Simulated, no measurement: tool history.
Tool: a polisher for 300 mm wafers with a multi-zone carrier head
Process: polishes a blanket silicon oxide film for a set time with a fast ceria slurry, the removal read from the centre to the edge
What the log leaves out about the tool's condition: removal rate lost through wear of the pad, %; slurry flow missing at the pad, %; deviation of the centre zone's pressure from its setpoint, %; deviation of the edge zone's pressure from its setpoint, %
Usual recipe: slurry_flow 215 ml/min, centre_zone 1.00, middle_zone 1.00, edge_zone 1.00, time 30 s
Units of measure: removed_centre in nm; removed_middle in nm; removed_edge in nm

run,day,slurry_flow,centre_zone,middle_zone,edge_zone,time,wafers since the last listed run,wafers polished on this pad,hours since the slurry nozzle was cleaned,hours since the centre zone pressure was calibrated,hours since the edge zone pressure was calibrated,hours since the carrier head's membrane was replaced,"incoming thickness of the incoming film, nm",removed_centre,removed_middle,removed_edge
1,0.000,215,1.00,1.00,1.00,30,0,811,269.1,149.4,374.5,1416.7,1806.2,592.0,588.9,601.7
# day 0.658: edge zone pressure recalibrated
# day 0.942: slurry nozzle cleaned
2,2.608,215,1.00,1.00,1.00,30,805,1616,40.0,212.0,46.8,1479.3,1824.4,564.3,569.8,574.5
# day 3.788: worn pad replaced by a new one
3,4.217,215,1.00,1.00,1.00,30,467,139,78.6,250.6,85.4,1517.9,1844.9,594.2,599.4,622.3
4,6.346,215,1.00,1.00,1.00,30,690,829,129.7,301.7,136.5,1569.0,1841.6,595.2,597.8,605.3
5,8.312,215,1.00,1.00,1.00,30,637,1467,176.9,348.9,183.7,1616.2,1847.2,578.8,578.5,589.1
# day 10.675: worn pad replaced by a new one
6,10.700,215,1.00,1.00,1.00,24,720,8,234.2,406.2,241.0,1673.5,1814.8,489.5,495.6,499.6
# day 11.946: slurry nozzle cleaned
7,13.438,215,1.00,1.00,1.00,30,874,882,35.8,471.9,306.7,1739.2,1823.2,600.6,599.5,609.1
# day 15.975: edge zone pressure recalibrated
8,15.988,215,1.00,1.00,1.00,30,800,1683,97.0,533.1,0.3,1800.4,1789.8,563.0,557.9,573.9
# day 17.662: worn pad replaced by a new one
# day 23.338: slurry nozzle cleaned
# day 24.412: worn pad replaced by a new one
9,24.892,215,1.06,1.00,0.97,30,2766,154,37.3,746.8,214.0,2014.1,1815.0,639.3,587.0,611.7
# day 26.054: carrier head's membrane replaced by a new one
# day 27.429: centre zone pressure recalibrated
10,27.450,215,1.00,1.00,1.10,30,735,890,98.7,0.5,275.4,33.5,1836.7,596.2,591.4,624.4
# day 29.904: edge zone pressure recalibrated
11,30.429,215,0.90,0.91,0.93,21,939,1829,170.2,72.0,12.6,105.0,1844.9,349.9,357.6,378.7
# day 31.525: worn pad replaced by a new one
12,31.792,215,1.00,1.00,1.00,30,387,86,202.9,104.7,45.3,137.7,1822.6,612.6,599.9,607.6
13,33.454,215,1.00,1.00,1.00,30,539,626,242.8,144.6,85.2,177.6,1822.9,595.7,593.0,611.4
14,34.767,215,1.00,1.00,1.00,36,425,1051,274.3,176.1,116.7,209.1,1794.9,698.7,696.7,720.3

5 options for the next run, each taken on its own from the tool as it stands now. Forecast them:
A,34.783,215,1.00,1.00,1.00,30,5,1057,274.7,176.5,117.1,209.5,1806.2,?,?,?
B,34.783,145,1.12,1.00,1.00,30,5,1057,274.7,176.5,117.1,209.5,1806.2,?,?,?
C,34.783,215,1.10,1.06,0.89,33,5,1057,274.7,176.5,117.1,209.5,1806.2,?,?,?
D,34.783,215,1.00,1.00,1.07,30,5,1057,274.7,176.5,117.1,209.5,1806.2,?,?,?
E,34.783,215,1.00,0.96,0.97,30,5,1057,274.7,176.5,117.1,209.5,1806.2,?,?,?

run,removed_centre,removed_middle,removed_edge
A,580.2,592.3,605.0
B,605.4,555.2,577.2
C,702.8,677.3,629.7
D,580.2,592.2,625.4
E,580.1,576.6,596.4
Stripped of hidden state, with their random variation kept, the same runs would have yielded:
run,removed_centre,removed_middle,removed_edge
A,602.6,615.1,628.2
B,628.7,576.5,599.4
C,729.8,703.3,653.9
D,602.6,615.0,649.4
E,602.4,598.8,619.4
